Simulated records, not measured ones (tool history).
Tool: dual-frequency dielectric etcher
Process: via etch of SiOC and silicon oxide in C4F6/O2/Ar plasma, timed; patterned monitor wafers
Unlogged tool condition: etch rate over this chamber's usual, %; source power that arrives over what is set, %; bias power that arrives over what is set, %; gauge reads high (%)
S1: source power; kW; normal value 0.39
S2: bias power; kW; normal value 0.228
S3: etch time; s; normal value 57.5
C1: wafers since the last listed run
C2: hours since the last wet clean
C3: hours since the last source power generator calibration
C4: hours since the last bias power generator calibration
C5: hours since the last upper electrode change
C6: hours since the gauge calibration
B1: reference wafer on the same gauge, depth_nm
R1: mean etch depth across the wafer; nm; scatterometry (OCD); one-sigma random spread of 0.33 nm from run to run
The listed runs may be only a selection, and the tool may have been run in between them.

run,hour,S1,S2,S3,C1,C2,C3,C4,C5,C6,B1,R1
1,0,0.39,0.228,57.5,0,130.7,1321.2,4637.7,4332.2,113.2,72.2,70.4
2,28.3,0.39,0.228,57.5,387,159,1349.5,4666,4360.5,141.5,72,70.4
3,58.6,0.39,0.228,57.5,415,189.3,1379.8,4696.3,4390.8,171.8,72.1,71.1
4,80,0.39,0.228,57.5,293,210.7,1401.2,4717.7,4412.2,193.2,72.2,71.2
5,98.1,0.39,0.228,57.5,247,228.8,1419.3,4735.8,4430.3,211.3,72,70.8
6,127.4,0.39,0.228,57.5,401,258.1,1448.6,4765.1,4459.6,240.6,72.2,70.8
7,149.5,0.45,0.228,57.5,302,280.2,1470.7,4787.2,4481.7,262.7,72.1,74
8,176.8,0.45,0.228,57.5,373,307.5,1498,4814.5,4509,290,72.2,74.8
9,215.8,0.45,0.228,57.5,534,346.5,1537,4853.5,4548,329,72.2,75.3
# hour 249.1: bias power generator calibrated
# hour 258.1: wet clean of the chamber
10,258.6,0.39,0.228,57.5,408,0.5,1579.8,9.5,4590.8,371.8,72.3,68.5
11,275.4,0.39,0.228,57.5,230,17.3,1596.6,26.3,4607.6,388.6,72.3,68.8
# hour 287.1: source power generator calibrated
12,290.3,0.39,0.228,57.5,149,32.2,3.2,41.2,4622.5,403.5,72.4,69.2
13,303.7,0.44,0.187,70,183,45.6,16.6,54.6,4635.9,416.9,72.2,81.4
# hour 319.2: gauge calibrated
# hour 348: upper electrode replaced
14,348.5,0.31,0.195,45,284,90.4,61.4,99.4,0.5,29.3,72.2,48.5
15,358.9,0.44,0.187,70,142,100.8,71.8,109.8,10.9,39.7,72.2,82.3
16,439.1,0.47,0.228,57.5,1098,181,152,190,91.1,119.9,72.3,74.4
17,465.3,0.39,0.228,57.5,358,207.2,178.2,216.2,117.3,146.1,72.2,70.7
18,480.6,0.39,0.266,47.5,209,222.5,193.5,231.5,132.6,161.4,72.3,62.1
19,514,0.39,0.282,57.5,457,255.9,226.9,264.9,166,194.8,72.4,77
20,535.3,0.39,0.228,57.5,291,277.2,248.2,286.2,187.3,216.1,72.2,71.6
21,566.4,0.43,0.184,57.5,425,308.3,279.3,317.3,218.4,247.2,72.2,68.5
22,588.1,0.39,0.267,46,297,330,301,339,240.1,268.9,72.3,61.3
# hour 630.8: wet clean of the chamber
23,631.3,0.43,0.184,57.5,262,0.5,344.2,382.2,283.3,312.1,72.2,65.9
24,631.6,0.39,0.228,57.5,4,0.8,344.5,382.5,283.6,312.4,72.4,69.2

For each run, what was the tool's unlogged condition?
source power that arrives over what is set, %: 0 across all the runs
bias power that arrives over what is set, %: 0 across all the runs
gauge reads high (%): 0 across all the runs
H1: etch rate over this chamber's usual, %
run,H1
1,1.68
2,2.09
3,2.53
4,2.84
5,3.11
6,3.53
7,3.85
8,4.25
9,4.82
10,-0.201
11,0.0437
12,0.261
13,0.456
14,1.11
15,1.26
16,2.43
17,2.81
18,3.03
19,3.52
20,3.83
21,4.28
22,4.6
23,0.468
24,0.472

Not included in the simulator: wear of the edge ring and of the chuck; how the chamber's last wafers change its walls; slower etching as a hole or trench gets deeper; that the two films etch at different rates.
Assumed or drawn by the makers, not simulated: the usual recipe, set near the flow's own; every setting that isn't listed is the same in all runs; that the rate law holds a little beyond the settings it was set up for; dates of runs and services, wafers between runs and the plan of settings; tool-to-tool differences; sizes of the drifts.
